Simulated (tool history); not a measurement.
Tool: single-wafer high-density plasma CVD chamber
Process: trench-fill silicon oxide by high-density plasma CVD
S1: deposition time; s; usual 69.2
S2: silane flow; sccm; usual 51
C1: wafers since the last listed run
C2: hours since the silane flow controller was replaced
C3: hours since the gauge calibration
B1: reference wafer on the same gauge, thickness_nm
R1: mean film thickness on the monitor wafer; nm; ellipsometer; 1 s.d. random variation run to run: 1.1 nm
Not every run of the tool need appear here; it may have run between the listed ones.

run	hour	S1	S2	C1	C2	C3	B1	R1
1	0.0	69.2	51	0	3006.2	809.3	309.958	368.039
# hour 44.6: gauge calibrated
2	57.1	69.2	51	1114	3063.3	12.5	310.311	370.815
3	141.3	69.2	51	1644	3147.5	96.7	309.990	370.724
4	220.9	69.2	51	1554	3227.1	176.3	309.922	370.563
5	311.5	69.2	56	1769	3317.7	266.9	310.086	402.494
6	376.1	69.2	56	1261	3382.3	331.5	309.843	399.550
7	416.0	69.2	56	779	3422.2	371.4	309.999	399.378
8	506.6	69.2	51	1769	3512.8	462.0	310.206	372.509
9	566.3	59.2	44	1165	3572.5	521.7	309.926	286.421
10	629.6	69.2	43	1236	3635.8	585.0	310.321	329.980
11	727.8	69.2	51	1917	3734.0	683.2	309.567	378.198
# hour 756.3: gauge calibrated
# hour 799.5: silane flow controller replaced
12	858.2	75.9	61	2390	58.7	101.9	310.049	447.157
13	904.2	58.5	55	898	104.7	147.9	310.498	317.485
14	947.6	56.2	60	847	148.1	191.3	310.175	330.182
15	1054.5	69.2	51	2087	255.0	298.2	309.855	356.049
16	1112.6	80.5	44	1134	313.1	356.3	310.446	370.740
17	1189.6	75.9	61	1503	390.1	433.3	310.011	447.158

Measured minus without-hidden-state, run by run (identical run-to-run variation in each term; gauge scatter may differ):
Hidden state present: delivered silane flow above the setpoint (%); gauge reads high (%).
run	R1
1	+13.572
2	+14.170
3	+14.910
4	+15.622
5	+17.876
6	+18.400
7	+18.802
8	+18.418
9	+14.616
10	+17.401
11	+20.961
12	+0.220
13	+0.167
14	+0.188
15	+0.266
16	+0.328
17	+0.496

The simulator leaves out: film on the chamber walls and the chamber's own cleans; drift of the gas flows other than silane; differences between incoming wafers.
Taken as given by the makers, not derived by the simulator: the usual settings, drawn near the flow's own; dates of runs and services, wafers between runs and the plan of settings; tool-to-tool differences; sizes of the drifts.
